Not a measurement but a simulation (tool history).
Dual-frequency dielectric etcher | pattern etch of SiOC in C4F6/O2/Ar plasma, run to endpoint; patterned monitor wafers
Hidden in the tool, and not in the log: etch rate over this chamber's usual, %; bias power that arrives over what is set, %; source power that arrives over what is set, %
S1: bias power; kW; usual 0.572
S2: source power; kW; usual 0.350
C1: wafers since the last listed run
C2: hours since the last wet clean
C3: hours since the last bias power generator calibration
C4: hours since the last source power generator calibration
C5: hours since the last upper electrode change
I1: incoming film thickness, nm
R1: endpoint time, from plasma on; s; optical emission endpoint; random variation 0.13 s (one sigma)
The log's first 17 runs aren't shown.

{"run": 18, "hour": 1544.6, "S1": 0.476, "S2": 0.35, "C1": 1072, "C2": 188.2, "C3": 3909.7, "C4": 2475.4, "C5": 596.3, "I1": 50.6, "R1": 18.1}
{"run": 19, "hour": 1621.7, "S1": 0.504, "S2": 0.43, "C1": 1498, "C2": 265.3, "C3": 3986.8, "C4": 2552.5, "C5": 673.4, "I1": 51.1, "R1": 16.4}
{"run": 20, "hour": 1660.5, "S1": 0.49, "S2": 0.27, "C1": 753, "C2": 304.1, "C3": 4025.6, "C4": 2591.3, "C5": 712.2, "I1": 51.0, "R1": 20.4}
{"run": 21, "hour": 1767.3, "S1": 0.572, "S2": 0.35, "C1": 2075, "C2": 410.9, "C3": 4132.4, "C4": 2698.1, "C5": 819.0, "I1": 50.8, "R1": 16.9}
{"run": 22, "hour": 1868.5, "S1": 0.646, "S2": 0.41, "C1": 1966, "C2": 512.1, "C3": 4233.6, "C4": 2799.3, "C5": 920.2, "I1": 51.5, "R1": 15.1}
{"run": 23, "hour": 1975.5, "S1": 0.572, "S2": 0.35, "C1": 2079, "C2": 619.1, "C3": 4340.6, "C4": 2906.3, "C5": 1027.2, "I1": 51.7, "R1": 17.2}
{"run": 24, "hour": 2041.6, "S1": 0.572, "S2": 0.4, "C1": 1284, "C2": 685.2, "C3": 4406.7, "C4": 2972.4, "C5": 1093.3, "I1": 51.1, "R1": 16.1}
{"run": 25, "hour": 2117.6, "S1": 0.611, "S2": 0.41, "C1": 1476, "C2": 761.2, "C3": 4482.7, "C4": 3048.4, "C5": 1169.3, "I1": 50.8, "R1": 15.3}
{"hour": 2154.2, "done": "wet clean of the chamber"}
{"run": 26, "hour": 2436.6, "S1": 0.491, "S2": 0.27, "C1": 5732, "C2": 282.4, "C3": 4801.7, "C4": 3367.4, "C5": 1488.3, "I1": 51.4, "R1": 20.7}
{"hour": 2482.1, "done": "bias power generator calibrated"}
{"hour": 2485.7, "done": "source power generator calibrated"}
{"run": 27, "hour": 2493.2, "S1": 0.572, "S2": 0.35, "C1": 952, "C2": 339.0, "C3": 11.1, "C4": 7.5, "C5": 1544.9, "I1": 51.7, "R1": 16.8}
{"run": 28, "hour": 2576.4, "S1": 0.508, "S2": 0.32, "C1": 1616, "C2": 422.2, "C3": 94.3, "C4": 90.7, "C5": 1628.1, "I1": 50.7, "R1": 18.3}
{"hour": 2885.0, "done": "wet clean of the chamber"}
{"run": 29, "hour": 2894.1, "S1": 0.496, "S2": 0.44, "C1": 5706, "C2": 9.1, "C3": 412.0, "C4": 408.4, "C5": 1945.8, "I1": 50.7, "R1": 16.3}
{"run": 30, "hour": 2951.0, "S1": 0.517, "S2": 0.35, "C1": 1105, "C2": 66.0, "C3": 468.9, "C4": 465.3, "C5": 2002.7, "I1": 51.1, "R1": 17.8}
{"run": 31, "hour": 3043.4, "S1": 0.572, "S2": 0.35, "C1": 1795, "C2": 158.4, "C3": 561.3, "C4": 557.7, "C5": 2095.1, "I1": 50.5, "R1": 16.5}
{"run": 32, "hour": 3140.9, "S1": 0.476, "S2": 0.35, "C1": 1894, "C2": 255.9, "C3": 658.8, "C4": 655.2, "C5": 2192.6, "I1": 50.6, "R1": 18.6}
{"run": 33, "hour": 3231.1, "S1": 0.701, "S2": 0.26, "C1": 1752, "C2": 346.1, "C3": 749.0, "C4": 745.4, "C5": 2282.8, "I1": 51.1, "R1": 17.0}
{"run": 34, "hour": 3271.4, "S1": 0.699, "S2": 0.35, "C1": 783, "C2": 386.4, "C3": 789.3, "C4": 785.7, "C5": 2323.1, "I1": 51.4, "R1": 15.4}
{"run": 35, "hour": 3347.8, "S1": 0.45, "S2": 0.27, "C1": 1484, "C2": 462.8, "C3": 865.7, "C4": 862.1, "C5": 2399.5, "I1": 51.2, "R1": 21.8}
{"run": 36, "hour": 3437.5, "S1": 0.572, "S2": 0.38, "C1": 1742, "C2": 552.5, "C3": 955.4, "C4": 951.8, "C5": 2489.2, "I1": 51.2, "R1": 16.2}

Forecast each of these 3 alternatives for the next run:
{"run": "A", "hour": 3437.9, "S1": 0.446, "S2": 0.35, "C1": 7, "C2": 552.9, "C3": 955.8, "C4": 952.2, "C5": 2489.6, "I1": 50.5, "R1": "?"}
{"run": "B", "hour": 3437.9, "S1": 0.432, "S2": 0.32, "C1": 7, "C2": 552.9, "C3": 955.8, "C4": 952.2, "C5": 2489.6, "I1": 50.5, "R1": "?"}
{"run": "C", "hour": 3437.9, "S1": 0.674, "S2": 0.35, "C1": 7, "C2": 552.9, "C3": 955.8, "C4": 952.2, "C5": 2489.6, "I1": 50.5, "R1": "?"}

run=A R1=19.3
run=B R1=20.4
run=C R1=15.4
Without the tool's hidden state the same runs would have given:
run=A R1=18.8
run=B R1=19.9
run=C R1=15.0
